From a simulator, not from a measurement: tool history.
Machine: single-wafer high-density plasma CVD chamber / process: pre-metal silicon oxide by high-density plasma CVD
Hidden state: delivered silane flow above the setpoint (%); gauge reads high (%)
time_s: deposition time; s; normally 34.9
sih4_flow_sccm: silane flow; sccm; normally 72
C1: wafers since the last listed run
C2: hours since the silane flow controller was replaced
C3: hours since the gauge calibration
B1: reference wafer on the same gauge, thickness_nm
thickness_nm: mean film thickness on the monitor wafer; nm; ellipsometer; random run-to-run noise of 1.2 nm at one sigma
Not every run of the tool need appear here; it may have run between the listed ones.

Run 1, hour 0: usual settings; C1 0; C2 3658.2; C3 821.1; B1 255.597. Result: thickness_nm 247.465 nm.
Run 2, hour 61: usual settings; C1 1694; C2 3719.2; C3 882.1; B1 256.194. Result: thickness_nm 246.835 nm.
Run 3, hour 120.7: usual settings but time_s 29.4 s; C1 1658; C2 3778.9; C3 941.8; B1 256.284. Result: thickness_nm 204.997 nm.
Run 4, hour 310: usual settings but time_s 33 s, sih4_flow_sccm 67 sccm; C1 5259; C2 3968.2; C3 1131.1; B1 256.194. Result: thickness_nm 216.55 nm.
Run 5, hour 357.6: usual settings but time_s 33 s, sih4_flow_sccm 67 sccm; C1 1322; C2 4015.8; C3 1178.7; B1 256.106. Result: thickness_nm 215.275 nm.
Run 6, hour 427.8: usual settings but sih4_flow_sccm 61 sccm; C1 1950; C2 4086; C3 1248.9; B1 255.939. Result: thickness_nm 208.682 nm.
Run 7, hour 484.8: usual settings; C1 1583; C2 4143; C3 1305.9; B1 255.852. Result: thickness_nm 243.463 nm.
Run 8, hour 537.1: usual settings; C1 1453; C2 4195.3; C3 1358.2; B1 256.435. Result: thickness_nm 245.948 nm.
Run 9, hour 576.2: usual settings; C1 1086; C2 4234.4; C3 1397.3; B1 256.166. Result: thickness_nm 246.314 nm.
At hour 617.3: gauge calibrated.
Run 10, hour 743.5: usual settings; C1 4648; C2 4401.7; C3 126.2; B1 256.234. Result: thickness_nm 242.372 nm.
Run 11, hour 771.1: usual settings; C1 766; C2 4429.3; C3 153.8; B1 255.805. Result: thickness_nm 243.737 nm.
Run 12, hour 809.7: usual settings; C1 1072; C2 4467.9; C3 192.4; B1 256.077. Result: thickness_nm 244.085 nm.
Run 13, hour 853.8: usual settings; C1 1225; C2 4512; C3 236.5; B1 255.777. Result: thickness_nm 241.339 nm.
Run 14, hour 901.9: usual settings; C1 1336; C2 4560.1; C3 284.6; B1 256.124. Result: thickness_nm 242.966 nm.
Run 15, hour 929.3: usual settings but time_s 38.9 s; C1 761; C2 4587.5; C3 312; B1 256.012. Result: thickness_nm 267.906 nm.
At hour 1038: silane flow controller replaced.
Run 16, hour 1051.9: usual settings but time_s 38.9 s; C1 3184; C2 13.9; C3 434.6; B1 255.91. Result: thickness_nm 282.796 nm.
Run 17, hour 1082.4: usual settings but time_s 40.1 s, sih4_flow_sccm 85 sccm; C1 847; C2 44.4; C3 465.1; B1 255.576. Result: thickness_nm 344.106 nm.
Run 18, hour 1269.5: usual settings but time_s 37.5 s, sih4_flow_sccm 66 sccm; C1 5198; C2 231.5; C3 652.2; B1 256.154. Result: thickness_nm 250.224 nm.
Run 19, hour 1319.8: usual settings; C1 1397; C2 281.8; C3 702.5; B1 256.096. Result: thickness_nm 253.024 nm.
Run 20, hour 1388.2: usual settings; C1 1900; C2 350.2; C3 770.9; B1 255.92. Result: thickness_nm 254.678 nm.
Run 21, hour 1429.9: usual settings but sih4_flow_sccm 66 sccm; C1 1158; C2 391.9; C3 812.6; B1 256.056. Result: thickness_nm 234.918 nm.
Run 22, hour 1472.5: usual settings; C1 1183; C2 434.5; C3 855.2; B1 255.995. Result: thickness_nm 254.592 nm.
Run 23, hour 1525.2: usual settings but time_s 37.3 s, sih4_flow_sccm 76 sccm; C1 1464; C2 487.2; C3 907.9; B1 255.947. Result: thickness_nm 286.151 nm.
Run 24, hour 1562.4: usual settings but sih4_flow_sccm 85 sccm; C1 1033; C2 524.4; C3 945.1; B1 256.3. Result: thickness_nm 296.725 nm.
Run 25, hour 1595.7: usual settings but time_s 38.4 s; C1 925; C2 557.7; C3 978.4; B1 256.021. Result: thickness_nm 280.466 nm.
Run 26, hour 1624.4: usual settings but time_s 29.3 s; C1 797; C2 586.4; C3 1007.1; B1 256.025. Result: thickness_nm 213.077 nm.
Run 27, hour 1695.2: usual settings; C1 1967; C2 657.2; C3 1077.9; B1 256.073. Result: thickness_nm 256.014 nm.
Run 28, hour 1763.7: usual settings but time_s 28.8 s, sih4_flow_sccm 85 sccm; C1 1903; C2 725.7; C3 1146.4; B1 256.127. Result: thickness_nm 245.328 nm.
Run 29, hour 1809.4: usual settings; C1 1269; C2 771.4; C3 1192.1; B1 256.113. Result: thickness_nm 253.373 nm.
Run 30, hour 1837.5: usual settings but time_s 40 s; C1 780; C2 799.5; C3 1220.2; B1 256.264. Result: thickness_nm 290.57 nm.
Run 31, hour 1882.1: usual settings; C1 1239; C2 844.1; C3 1264.8; B1 256.414. Result: thickness_nm 255.873 nm.
Run 32, hour 1926.5: usual settings but time_s 41.7 s, sih4_flow_sccm 86 sccm; C1 1233; C2 888.5; C3 1309.2; B1 256.037. Result: thickness_nm 361.671 nm.

Each row is a separate what-if for the run after 32, all from the same tool condition, not one after another. Results?
Run A, hour 1926.9: usual settings; C1 11; C2 888.9; C3 1309.6; B1 ?. Result: thickness_nm ?.
Run B, hour 1926.9: usual settings but time_s 40.7 s; C1 11; C2 888.9; C3 1309.6; B1 ?. Result: thickness_nm ?.
Run C, hour 1926.9: usual settings but time_s 41.4 s, sih4_flow_sccm 64 sccm; C1 11; C2 888.9; C3 1309.6; B1 ?. Result: thickness_nm ?.
Run D, hour 1926.9: usual settings but time_s 40.6 s, sih4_flow_sccm 84 sccm; C1 11; C2 888.9; C3 1309.6; B1 ?. Result: thickness_nm ?.

run       B1  thickness_nm
  A  256.423       255.226
  B  256.423       297.642
  C  256.423        270.88
  D  256.423       343.808
Without the tool's hidden state the same runs would have given:
run  thickness_nm
  A       255.492
  B       297.952
  C       271.163
  D       344.167
